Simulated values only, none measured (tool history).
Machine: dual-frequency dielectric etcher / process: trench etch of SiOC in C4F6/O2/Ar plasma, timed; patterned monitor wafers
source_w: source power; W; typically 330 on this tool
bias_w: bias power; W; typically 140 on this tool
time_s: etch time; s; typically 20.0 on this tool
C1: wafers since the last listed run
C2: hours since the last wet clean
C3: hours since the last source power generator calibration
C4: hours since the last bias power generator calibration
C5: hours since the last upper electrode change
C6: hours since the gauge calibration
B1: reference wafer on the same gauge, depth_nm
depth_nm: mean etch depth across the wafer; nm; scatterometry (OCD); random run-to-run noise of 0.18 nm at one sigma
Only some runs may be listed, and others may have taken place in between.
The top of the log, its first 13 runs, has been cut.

Run 14, hour 777.9: usual settings; C1 722; C2 581.1; C3 614.7; C4 941.0; C5 279.3; C6 901.3; B1 30.28. Result: depth_nm 34.67 nm.
Run 15, hour 842.3: usual settings but source_w 270 W, bias_w 105 W, time_s 25.5 s; C1 1090; C2 645.5; C3 679.1; C4 1005.4; C5 343.7; C6 965.7; B1 30.28. Result: depth_nm 36.20 nm.
At hour 886.6: wet clean of the chamber.
Run 16, hour 943.7: usual settings; C1 1310; C2 57.1; C3 780.5; C4 1106.8; C5 445.1; C6 1067.1; B1 30.33. Result: depth_nm 33.87 nm.
Run 17, hour 1002.2: usual settings but source_w 380 W, bias_w 125 W, time_s 22.5 s; C1 990; C2 115.6; C3 839.0; C4 1165.3; C5 503.6; C6 1125.6; B1 30.27. Result: depth_nm 39.54 nm.
Run 18, hour 1046.0: usual settings but source_w 360 W, bias_w 173 W, time_s 25.5 s; C1 741; C2 159.4; C3 882.8; C4 1209.1; C5 547.4; C6 1169.4; B1 30.33. Result: depth_nm 47.70 nm.
Run 19, hour 1145.0: usual settings; C1 1675; C2 258.4; C3 981.8; C4 1308.1; C5 646.4; C6 1268.4; B1 30.27. Result: depth_nm 34.03 nm.
Run 20, hour 1184.2: usual settings but source_w 300 W, bias_w 174 W; C1 663; C2 297.6; C3 1021.0; C4 1347.3; C5 685.6; C6 1307.6; B1 30.29. Result: depth_nm 34.85 nm.
Run 21, hour 1252.8: usual settings but source_w 400 W, bias_w 162 W; C1 1161; C2 366.2; C3 1089.6; C4 1415.9; C5 754.2; C6 1376.2; B1 30.31. Result: depth_nm 39.33 nm.
Run 22, hour 1302.4: usual settings but source_w 370 W, bias_w 150 W, time_s 24.0 s; C1 839; C2 415.8; C3 1139.2; C4 1465.5; C5 803.8; C6 1425.8; B1 30.29. Result: depth_nm 44.22 nm.
Run 23, hour 1388.6: usual settings but source_w 350 W, bias_w 119 W, time_s 24.5 s; C1 1459; C2 502.0; C3 1225.4; C4 1551.7; C5 890.0; C6 1512.0; B1 30.29. Result: depth_nm 41.38 nm.
Run 24, hour 1460.2: usual settings but bias_w 149 W; C1 1211; C2 573.6; C3 1297.0; C4 1623.3; C5 961.6; C6 1583.6; B1 30.28. Result: depth_nm 34.85 nm.
At hour 1501.0: wet clean of the chamber.
Run 25, hour 1565.8: usual settings; C1 1381; C2 64.8; C3 1402.6; C4 1728.9; C5 1067.2; C6 1689.2; B1 30.30. Result: depth_nm 33.23 nm.
Run 26, hour 1650.2: usual settings but bias_w 153 W; C1 1428; C2 149.2; C3 1487.0; C4 1813.3; C5 1151.6; C6 1773.6; B1 30.28. Result: depth_nm 34.47 nm.
At hour 1692.9: gauge calibrated.
Run 27, hour 1756.2: usual settings but bias_w 173 W; C1 1794; C2 255.2; C3 1593.0; C4 1919.3; C5 1257.6; C6 63.3; B1 30.28. Result: depth_nm 36.17 nm.
Run 28, hour 1807.2: usual settings; C1 863; C2 306.2; C3 1644.0; C4 1970.3; C5 1308.6; C6 114.3; B1 30.34. Result: depth_nm 34.16 nm.
Run 29, hour 1856.4: usual settings but source_w 380 W, bias_w 128 W; C1 832; C2 355.4; C3 1693.2; C4 2019.5; C5 1357.8; C6 163.5; B1 30.28. Result: depth_nm 35.48 nm.
Run 30, hour 1922.1: usual settings but source_w 260 W, time_s 14.5 s; C1 1112; C2 421.1; C3 1758.9; C4 2085.2; C5 1423.5; C6 229.2; B1 30.30. Result: depth_nm 21.65 nm.

What if the next run were any one of these 4? Each begins from the tool's condition after run 30:
Run A, hour 1922.5: usual settings but source_w 350 W; C1 6; C2 421.5; C3 1759.3; C4 2085.6; C5 1423.9; C6 229.6; B1 ?. Result: depth_nm ?.
Run B, hour 1922.5: usual settings but time_s 23.5 s; C1 6; C2 421.5; C3 1759.3; C4 2085.6; C5 1423.9; C6 229.6; B1 ?. Result: depth_nm ?.
Run C, hour 1922.5: usual settings but source_w 360 W, bias_w 169 W, time_s 25.5 s; C1 6; C2 421.5; C3 1759.3; C4 2085.6; C5 1423.9; C6 229.6; B1 ?. Result: depth_nm ?.
Run D, hour 1922.5: usual settings but source_w 410 W; C1 6; C2 421.5; C3 1759.3; C4 2085.6; C5 1423.9; C6 229.6; B1 ?. Result: depth_nm ?.

run     B1  depth_nm
  A  30.29     35.13
  B  30.29     40.06
  C  30.29     47.95
  D  30.29     37.99
The same runs, with their run-to-run variation unchanged, on a tool lacking any hidden condition would have given:
run  depth_nm
  A     34.64
  B     39.51
  C     47.29
  D     37.46
